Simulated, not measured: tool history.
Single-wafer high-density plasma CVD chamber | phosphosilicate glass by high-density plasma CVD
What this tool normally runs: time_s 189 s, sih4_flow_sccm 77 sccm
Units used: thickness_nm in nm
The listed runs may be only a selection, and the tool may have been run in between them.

run    hour  time_s  sih4_flow_sccm  wafers since the last listed run  hours since the silane flow controller was replaced  hours since the gauge calibration  read-back reference wafer on the same gauge, thickness_nm  thickness_nm
  1       0     189              77                                 0                                               1827.6                               92.2                                                   1240.428      1461.449
  2    31.3     189              77                               301                                               1858.9                              123.5                                                   1239.832      1455.242
  3    68.5     189              89                               358                                               1896.1                              160.7                                                   1239.152      1678.158
  4   100.9     166              77                               312                                               1928.5                              193.1                                                   1238.734      1280.608
  5   156.8     179              77                               538                                               1984.4                                249                                                   1240.697      1376.576
  6   208.4     179              77                               497                                                 2036                              300.6                                                   1239.734      1380.506
  7   265.2     201              66                               547                                               2092.8                              357.4                                                    1239.75      1336.636
  8   301.5     201              66                               349                                               2129.1                              393.7                                                   1239.183      1343.179
  9   364.3     189              77                               604                                               2191.9                              456.5                                                   1239.846      1451.711
 10   426.7     189              77                               601                                               2254.3                              518.9                                                   1240.148      1452.628
 11   465.3     189              77                               371                                               2292.9                              557.5                                                   1239.884      1456.273
 12   507.5     189              77                               406                                               2335.1                              599.7                                                   1239.944      1447.798
 13   563.7     189              77                               541                                               2391.3                              655.9                                                   1240.505      1445.819
 14   613.6     189              77                               480                                               2441.2                              705.8                                                   1238.684      1442.492
 15   671.8     162              77                               560                                               2499.4                                764                                                   1241.317      1234.171
 16   725.3     162              77                               515                                               2552.9                              817.5                                                   1238.936      1238.771
 17   796.4     162              77                               684                                                 2624                              888.6                                                   1240.196      1236.718
 18   842.9     189              77                               447                                               2670.5                              935.1                                                   1240.089      1432.604
 19   876.2     189              77                               320                                               2703.8                              968.4                                                   1239.639      1445.518
 20   926.6     189              77                               485                                               2754.2                             1018.8                                                   1239.893      1435.769
 21     955     189              77                               273                                               2782.6                             1047.2                                                    1238.94      1434.806
 22  1023.9     189              77                               663                                               2851.5                             1116.1                                                   1238.986      1439.134
 23  1088.5     189              77                               622                                               2916.1                             1180.7                                                   1240.489      1431.822
 24  1150.3     214              92                               595                                               2977.9                             1242.5                                                   1241.321      1924.872
 25  1213.6     212              64                               609                                               3041.2                             1305.8                                                   1239.808      1334.029
 26  1245.3     221              82                               305                                               3072.9                             1337.5                                                   1241.541      1768.946
 27    1295     177              68                               478                                               3122.6                             1387.2                                                   1239.713      1182.804
 28  1331.9     202              87                               355                                               3159.5                             1424.1                                                   1241.039      1716.175
 29  1367.2     172              68                               340                                               3194.8                             1459.4                                                   1240.917      1156.397
     1384.7  -- gauge calibrated
     1431.7  -- silane flow controller replaced
 30  1432.2     212              89                               549                                                  0.5                               47.5                                                   1239.785      1971.523
 31  1479.7     151              77                               457                                                   48                                 95                                                   1240.036        1221.1
 32  1513.3     189              77                               323                                                 81.6                              128.6                                                   1241.145      1529.722
 33  1545.9     209              65                               314                                                114.2                              161.2                                                   1239.436      1432.696
 34  1572.8     189              77                               259                                                141.1                              188.1                                                   1238.726      1529.432
 35  1626.5     210              70                               517                                                194.8                              241.8                                                     1241.1      1534.745
 36    1774     189              77                              1420                                                342.3                              389.3                                                   1240.338      1515.697
 37  1808.4     217              71                               331                                                376.7                              423.7                                                   1240.346      1608.647
 38  1898.5     175              70                               867                                                466.8                              513.8                                                   1238.714      1275.869
 39  1943.1     214              77                               429                                                511.4                              558.4                                                   1240.849      1699.135
 40  1995.7     189              77                               506                                                  564                                611                                                   1240.633      1500.593
 41  2059.3     189              77                               612                                                627.6                              674.6                                                   1240.517      1502.382
 42  2092.7     189              92                               321                                                  661                                708                                                    1239.56      1782.331
 43  2156.3     217              85                               612                                                724.6                              771.6                                                   1240.473      1911.777

Forecast each of these 4 alternatives for the next run:
  A  2156.8     189              77                                 4                                                725.1                              772.1                                                          ?             ?
  B  2156.8     152              90                                 4                                                725.1                              772.1                                                          ?             ?
  C  2156.8     152              70                                 4                                                725.1                              772.1                                                          ?             ?
  D  2156.8     158              91                                 4                                                725.1                              772.1                                                          ?             ?

run  read-back reference wafer on the same gauge, thickness_nm  thickness_nm
  A                                                   1239.569      1498.578
  B                                                   1239.569      1401.454
  C                                                   1239.569      1099.533
  D                                                   1239.569      1472.467
What these runs would have given with no unlogged condition in the tool:
run  thickness_nm
  A      1510.214
  B      1412.336
  C      1108.071
  D        1483.9
